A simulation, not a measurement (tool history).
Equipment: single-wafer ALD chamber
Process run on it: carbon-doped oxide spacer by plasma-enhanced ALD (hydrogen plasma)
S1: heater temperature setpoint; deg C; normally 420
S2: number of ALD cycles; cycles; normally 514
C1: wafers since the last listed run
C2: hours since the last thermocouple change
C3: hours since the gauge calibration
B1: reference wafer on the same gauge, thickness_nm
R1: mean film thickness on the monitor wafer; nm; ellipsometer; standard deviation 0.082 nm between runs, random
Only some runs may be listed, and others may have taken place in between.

run     day   S1   S2   C1      C2      C3      B1      R1
  1       0  424  514    0  1330.5   517.3  28.386  23.893
  2   4.496  426  566   47  1438.4   625.2   28.39  26.114
  3   7.412  420  514   30  1508.4   695.2  28.385   24.47
  4   9.721  420  514   24  1563.8   750.6  28.395  24.192
  5  11.983  420  514   23  1618.1   804.9  28.392  24.263
  6  14.267  420  514   24  1672.9   859.7  28.419  24.394
  7  15.892  420  514   17  1711.9   898.7  28.411  24.234
  8  17.671  420  514   18  1754.6   941.4  28.415  24.219
  9  20.167  420  514   26  1814.5  1001.3   28.41  24.198
     21.675  -- thermocouple changed; heater temperature recalibrated
 10  30.067  420  514  101   201.4  1238.9  28.385  24.372
     32.267  -- gauge calibrated
 11  32.946  420  514   30   270.5    16.3  28.361  24.395
 12  36.417  420  514   36   353.8    99.6  28.436  24.501
 13  38.404  420  514   21   401.5   147.3  28.394  24.249
 14  40.292  424  452   19   446.8   192.6  28.407  21.198
 15  43.388  420  514   32   521.1   266.9  28.441  24.373
 16  46.646  406  559   34   599.3   345.1  28.433  27.624
 17  49.312  420  571   28   663.3   409.1  28.409  26.966
 18    52.1  431  460   29   730.2     476  28.394  21.092
 19  54.458  433  423   24   786.8   532.6  28.384  19.204
 20  57.642  409  569   33   863.2     609  28.409  27.694
 21   60.65  411  478   31   935.4   681.2  28.397  23.158
 22  64.471  420  514   40  1027.1   772.9  28.381  24.146

Results per run with the tool's hidden condition removed, run-to-run variation unchanged:
Hidden state present: wafer temperature above the value expected at the setpoint (K); gauge reads high (%).
run      R1
  1   24.26
  2  26.526
  3  24.853
  4  24.574
  5   24.65
  6  24.786
  7  24.624
  8  24.612
  9  24.592
 10  24.524
 11  24.585
 12  24.733
 13  24.498
 14  21.436
 15  24.669
 16  27.973
 17  27.341
 18  21.411
 19  19.507
 20  28.116
 21  23.524
 22  24.554

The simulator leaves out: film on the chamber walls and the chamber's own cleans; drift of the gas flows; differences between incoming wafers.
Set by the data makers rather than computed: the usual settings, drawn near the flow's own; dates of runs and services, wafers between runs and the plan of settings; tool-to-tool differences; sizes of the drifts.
